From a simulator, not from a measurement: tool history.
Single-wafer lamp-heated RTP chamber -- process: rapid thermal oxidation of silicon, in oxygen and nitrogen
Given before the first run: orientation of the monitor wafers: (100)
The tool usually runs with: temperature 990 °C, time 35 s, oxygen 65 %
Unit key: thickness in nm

| run | day | temperature | time | oxygen | read-back reference wafer on the same gauge, thickness | thickness |
|---|---|---|---|---|---|---|
| 1 | 0.000 | 990 | 35 | 65 | 3.740 | 3.876 |
| 2 | 4.196 | 990 | 35 | 65 | 3.742 | 3.886 |
|  | 5.542 | pyrometer window cleaned and pyrometer calibrated |
| 3 | 5.975 | 990 | 35 | 65 | 3.742 | 3.823 |
| 4 | 7.583 | 1007 | 35 | 65 | 3.740 | 4.290 |
| 5 | 9.588 | 990 | 35 | 65 | 3.740 | 3.816 |
| 6 | 11.533 | 990 | 35 | 65 | 3.741 | 3.823 |
| 7 | 13.933 | 990 | 35 | 65 | 3.738 | 3.828 |
| 8 | 18.367 | 990 | 35 | 65 | 3.740 | 3.832 |
| 9 | 21.229 | 990 | 35 | 65 | 3.742 | 3.842 |
| 10 | 22.825 | 990 | 35 | 65 | 3.737 | 3.852 |
| 11 | 24.196 | 990 | 35 | 80 | 3.741 | 4.107 |
| 12 | 26.558 | 990 | 35 | 65 | 3.739 | 3.863 |
| 13 | 28.188 | 990 | 35 | 65 | 3.741 | 3.861 |
|  | 29.838 | oxygen flow controller replaced |
|  | 31.129 | pyrometer window cleaned and pyrometer calibrated |
| 14 | 31.838 | 1003 | 35 | 65 | 3.740 | 4.145 |
| 15 | 33.304 | 1003 | 35 | 65 | 3.743 | 4.152 |
| 16 | 34.400 | 1003 | 35 | 65 | 3.742 | 4.162 |
| 17 | 36.912 | 990 | 35 | 65 | 3.744 | 3.810 |
| 18 | 41.138 | 990 | 41 | 65 | 3.740 | 4.069 |
| 19 | 42.358 | 1003 | 35 | 65 | 3.742 | 4.171 |
| 20 | 43.433 | 1019 | 47 | 77 | 3.739 | 5.575 |
| 21 | 46.408 | 965 | 25 | 82 | 3.738 | 3.110 |

Run 22 has not been measured yet. What should we expect?
| 22 | 49.392 | 990 | 35 | 65 | ? | ? |

{"run 22": {"read-back reference wafer on the same gauge, thickness": 3.739, "thickness": 3.839}}
Had the tool carried no hidden state, the very same run would have given thickness 3.811 nm.
